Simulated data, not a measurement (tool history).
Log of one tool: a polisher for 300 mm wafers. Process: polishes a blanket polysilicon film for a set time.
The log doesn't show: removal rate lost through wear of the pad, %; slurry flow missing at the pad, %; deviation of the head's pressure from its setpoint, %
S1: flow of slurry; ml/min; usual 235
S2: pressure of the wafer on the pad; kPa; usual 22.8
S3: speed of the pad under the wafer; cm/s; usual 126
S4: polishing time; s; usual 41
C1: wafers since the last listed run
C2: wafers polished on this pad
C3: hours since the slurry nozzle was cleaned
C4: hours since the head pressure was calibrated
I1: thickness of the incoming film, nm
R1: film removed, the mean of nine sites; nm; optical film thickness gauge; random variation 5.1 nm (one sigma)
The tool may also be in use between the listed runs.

run	day	S1	S2	S3	S4	C1	C2	C3	C4	I1	R1
1	0.000	235	22.8	126	41	0	1067	156.6	986.1	1632.1	422.1
# day 0.817: worn pad replaced by a new one
2	0.838	235	22.8	126	41	156	4	176.7	1006.2	1673.8	441.2
3	1.792	235	22.8	126	41	221	226	199.6	1029.1	1658.1	424.2
4	2.825	235	22.8	126	41	240	467	224.4	1053.9	1648.5	417.3
5	4.146	235	22.8	126	41	307	774	256.1	1085.6	1665.1	420.2
# day 5.012: worn pad replaced by a new one
6	5.392	235	22.8	126	41	251	88	286.0	1115.5	1697.6	395.0
7	5.992	235	22.8	126	41	139	228	300.4	1129.9	1680.6	384.9
8	7.179	235	22.8	126	41	276	504	328.9	1158.4	1652.5	377.5
9	8.025	235	22.8	126	41	196	701	349.2	1178.7	1659.0	370.9
# day 8.771: slurry nozzle cleaned
10	9.417	235	22.8	126	41	314	1015	15.5	1212.1	1662.3	373.4
# day 9.796: worn pad replaced by a new one, repeated, since the last time left the tool worse
11	10.871	235	22.8	126	41	299	249	50.4	1247.0	1635.2	430.9
12	11.925	235	22.8	126	41	245	494	75.7	1272.3	1638.4	420.3
13	12.904	235	22.8	126	41	227	722	99.2	1295.8	1633.2	418.0
14	13.912	235	22.8	126	41	234	957	123.4	1320.0	1681.9	408.5
15	14.754	235	22.8	144	53	195	1153	143.6	1340.2	1646.4	609.0
# day 15.371: worn pad replaced by a new one
16	15.646	235	22.8	110	41	168	64	165.0	1361.6	1657.6	374.9
17	16.833	235	22.8	126	41	276	340	193.5	1390.1	1674.2	421.8
18	17.433	235	22.8	126	41	139	480	207.9	1404.5	1657.4	412.6
19	17.975	160	22.8	164	41	126	606	220.9	1417.5	1645.4	521.3
20	19.283	210	22.8	126	41	304	910	252.3	1448.9	1648.2	408.1
# day 19.521: head pressure recalibrated
21	20.017	210	22.8	126	53	151	1061	269.9	11.9	1648.7	522.4
# day 20.254: worn pad replaced by a new one
22	20.817	235	22.8	150	41	147	131	289.1	31.1	1658.7	511.8
23	21.517	200	18.6	126	41	162	294	305.9	47.9	1659.6	342.0
24	22.262	235	22.8	126	41	173	467	323.8	65.8	1628.5	411.8
25	23.221	165	16.5	108	31	222	690	346.8	88.8	1666.7	190.1
# day 23.838: slurry nozzle cleaned
26	24.488	235	22.8	126	41	284	975	15.6	119.2	1652.4	405.2

Hidden state at the last listed run before each entry between runs and at the first one after, where it differs:
Between runs 1 and 2: worn pad replaced by a new one (day 0.817)
  removal rate lost through wear of the pad, %: 5.66 -> 0.402
  measured less the result without the state, R1: -25.3 -> -1.8 nm
Between runs 5 and 6: worn pad replaced by a new one (day 5.012)
  removal rate lost through wear of the pad, %: 5.49 -> 11.2
  measured less the result without the state, R1: -24.4 -> -50.0 nm
Between runs 9 and 10: slurry nozzle cleaned (day 8.771)
  removal rate lost through wear of the pad, %: 15 -> 15.5
  measured less the result without the state, R1: -65.4 -> -68.6 nm
Between runs 10 and 11: worn pad replaced by a new one, repeated, since the last time left the tool worse (day 9.796)
  removal rate lost through wear of the pad, %: 15.5 -> 3.27
  measured less the result without the state, R1: -68.6 -> -14.6 nm
Between runs 15 and 16: worn pad replaced by a new one (day 15.371)
  removal rate lost through wear of the pad, %: 6.06 -> 1.48
  measured less the result without the state, R1: -39.2 -> -5.7 nm
Between runs 20 and 21: head pressure recalibrated (day 19.521)
  removal rate lost through wear of the pad, %: 5.95 -> 6.15
  measured less the result without the state, R1: -25.8 -> -34.2 nm
Between runs 21 and 22: worn pad replaced by a new one (day 20.254)
  removal rate lost through wear of the pad, %: 6.15 -> 2.28
  measured less the result without the state, R1: -34.2 -> -12.0 nm
Between runs 25 and 26: slurry nozzle cleaned (day 23.838)
  removal rate lost through wear of the pad, %: 5.52 -> 6.04
  measured less the result without the state, R1: -11.2 -> -26.0 nm
